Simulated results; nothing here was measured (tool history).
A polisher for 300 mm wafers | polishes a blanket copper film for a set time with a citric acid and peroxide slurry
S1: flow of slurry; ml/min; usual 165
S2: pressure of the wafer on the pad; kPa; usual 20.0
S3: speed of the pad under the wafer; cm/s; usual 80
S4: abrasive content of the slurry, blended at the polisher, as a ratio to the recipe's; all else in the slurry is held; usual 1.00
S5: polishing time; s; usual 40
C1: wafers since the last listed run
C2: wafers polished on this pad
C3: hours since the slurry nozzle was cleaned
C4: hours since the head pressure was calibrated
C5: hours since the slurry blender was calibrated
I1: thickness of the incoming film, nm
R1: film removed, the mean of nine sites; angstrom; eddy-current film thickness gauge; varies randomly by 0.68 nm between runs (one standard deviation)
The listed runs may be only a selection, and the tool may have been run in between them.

{"run": 1, "hour": 0.0, "S1": 165, "S2": 20.0, "S3": 80, "S4": 1.0, "S5": 40, "C1": 0, "C2": 455, "C3": 78.9, "C4": 133.5, "C5": 90.2, "I1": 613.1, "R1": 637}
{"run": 2, "hour": 21.4, "S1": 165, "S2": 20.0, "S3": 80, "S4": 1.0, "S5": 40, "C1": 213, "C2": 669, "C3": 100.3, "C4": 154.9, "C5": 111.6, "I1": 617.9, "R1": 632}
{"run": 3, "hour": 37.0, "S1": 165, "S2": 20.0, "S3": 80, "S4": 1.0, "S5": 40, "C1": 155, "C2": 825, "C3": 115.9, "C4": 170.5, "C5": 127.2, "I1": 602.9, "R1": 621}
{"run": 4, "hour": 59.8, "S1": 165, "S2": 20.0, "S3": 80, "S4": 1.0, "S5": 49, "C1": 227, "C2": 1052, "C3": 138.7, "C4": 193.3, "C5": 150.0, "I1": 612.1, "R1": 752}
{"hour": 70.1, "done": "worn pad replaced by a new one"}
{"run": 5, "hour": 71.9, "S1": 165, "S2": 20.0, "S3": 80, "S4": 1.0, "S5": 49, "C1": 80, "C2": 17, "C3": 150.8, "C4": 205.4, "C5": 162.1, "I1": 605.4, "R1": 822}
{"run": 6, "hour": 99.7, "S1": 165, "S2": 20.0, "S3": 80, "S4": 0.95, "S5": 40, "C1": 277, "C2": 294, "C3": 178.6, "C4": 233.2, "C5": 189.9, "I1": 599.9, "R1": 626}
{"run": 7, "hour": 131.8, "S1": 180, "S2": 22.1, "S3": 80, "S4": 1.0, "S5": 40, "C1": 320, "C2": 615, "C3": 210.7, "C4": 265.3, "C5": 222.0, "I1": 614.6, "R1": 690}
{"hour": 148.7, "done": "slurry blender recalibrated"}
{"run": 8, "hour": 150.5, "S1": 165, "S2": 20.0, "S3": 80, "S4": 1.0, "S5": 35, "C1": 166, "C2": 781, "C3": 229.4, "C4": 284.0, "C5": 1.8, "I1": 610.5, "R1": 548}
{"run": 9, "hour": 175.5, "S1": 165, "S2": 20.0, "S3": 80, "S4": 1.0, "S5": 35, "C1": 249, "C2": 1031, "C3": 254.4, "C4": 309.0, "C5": 26.8, "I1": 612.3, "R1": 538}
{"hour": 184.8, "done": "worn pad replaced by a new one"}
{"hour": 189.6, "done": "head pressure recalibrated"}
{"run": 10, "hour": 190.1, "S1": 165, "S2": 20.0, "S3": 80, "S4": 1.0, "S5": 35, "C1": 85, "C2": 32, "C3": 269.0, "C4": 0.5, "C5": 41.4, "I1": 614.3, "R1": 591}
{"run": 11, "hour": 206.7, "S1": 190, "S2": 20.0, "S3": 60, "S4": 1.0, "S5": 40, "C1": 165, "C2": 198, "C3": 285.6, "C4": 17.1, "C5": 58.0, "I1": 612.1, "R1": 537}
{"run": 12, "hour": 229.0, "S1": 180, "S2": 22.1, "S3": 80, "S4": 1.0, "S5": 40, "C1": 222, "C2": 421, "C3": 307.9, "C4": 39.4, "C5": 80.3, "I1": 603.6, "R1": 703}
{"run": 13, "hour": 255.1, "S1": 165, "S2": 20.0, "S3": 80, "S4": 1.0, "S5": 40, "C1": 260, "C2": 681, "C3": 334.0, "C4": 65.5, "C5": 106.4, "I1": 613.3, "R1": 623}
{"hour": 292.6, "done": "worn pad replaced by a new one"}
{"run": 14, "hour": 296.5, "S1": 215, "S2": 20.0, "S3": 96, "S4": 1.0, "S5": 40, "C1": 373, "C2": 38, "C3": 375.4, "C4": 106.9, "C5": 147.8, "I1": 601.2, "R1": 817}
{"run": 15, "hour": 328.5, "S1": 200, "S2": 20.0, "S3": 80, "S4": 1.0, "S5": 40, "C1": 319, "C2": 358, "C3": 407.4, "C4": 138.9, "C5": 179.8, "I1": 605.3, "R1": 653}
{"run": 16, "hour": 348.3, "S1": 165, "S2": 16.5, "S3": 80, "S4": 1.0, "S5": 40, "C1": 197, "C2": 555, "C3": 427.2, "C4": 158.7, "C5": 199.6, "I1": 612.6, "R1": 536}
{"hour": 356.1, "done": "slurry nozzle cleaned"}
{"run": 17, "hour": 377.3, "S1": 165, "S2": 14.5, "S3": 80, "S4": 0.8, "S5": 40, "C1": 279, "C2": 834, "C3": 21.2, "C4": 187.7, "C5": 228.6, "I1": 604.2, "R1": 443}
{"hour": 393.5, "done": "worn pad replaced by a new one"}
{"hour": 393.9, "done": "slurry blender recalibrated"}
{"run": 18, "hour": 397.5, "S1": 165, "S2": 25.5, "S3": 80, "S4": 1.0, "S5": 40, "C1": 157, "C2": 35, "C3": 41.4, "C4": 207.9, "C5": 3.6, "I1": 606.1, "R1": 838}
{"run": 19, "hour": 411.8, "S1": 165, "S2": 24.1, "S3": 80, "S4": 1.0, "S5": 40, "C1": 142, "C2": 178, "C3": 55.7, "C4": 222.2, "C5": 17.9, "I1": 617.4, "R1": 769}
{"run": 20, "hour": 440.5, "S1": 165, "S2": 20.0, "S3": 80, "S4": 1.0, "S5": 40, "C1": 286, "C2": 464, "C3": 84.4, "C4": 250.9, "C5": 46.6, "I1": 600.9, "R1": 627}
{"run": 21, "hour": 458.8, "S1": 165, "S2": 20.0, "S3": 80, "S4": 1.0, "S5": 40, "C1": 182, "C2": 647, "C3": 102.7, "C4": 269.2, "C5": 64.9, "I1": 601.5, "R1": 623}
{"run": 22, "hour": 493.7, "S1": 165, "S2": 20.0, "S3": 80, "S4": 1.15, "S5": 40, "C1": 348, "C2": 995, "C3": 137.6, "C4": 304.1, "C5": 99.8, "I1": 604.8, "R1": 624}
{"hour": 504.2, "done": "worn pad replaced by a new one"}
{"run": 23, "hour": 515.6, "S1": 165, "S2": 20.0, "S3": 80, "S4": 1.0, "S5": 40, "C1": 178, "C2": 114, "C3": 159.5, "C4": 326.0, "C5": 121.7, "I1": 600.9, "R1": 671}

What was the tool's hidden state at every run in the log?
slurry flow missing at the pad, %: 0, the same for each run
deviation of the head's pressure from its setpoint, %: 0, the same for each run
abrasive missing from the slurry, %: 0, the same for each run
H1: removal rate lost through wear of the pad, %
run=1 H1=7.41
run=2 H1=8.6
run=3 H1=9.11
run=4 H1=9.56
run=5 H1=1.63
run=6 H1=6.5
run=7 H1=8.95
run=8 H1=9.64
run=9 H1=10.1
run=10 H1=1.73
run=11 H1=4.76
run=12 H1=7.14
run=13 H1=8.57
run=14 H1=1.64
run=15 H1=6.66
run=16 H1=8.14
run=17 H1=9.25
run=18 H1=2.99
run=19 H1=5.78
run=20 H1=8.91
run=21 H1=9.93
run=22 H1=10.9
run=23 H1=2.85
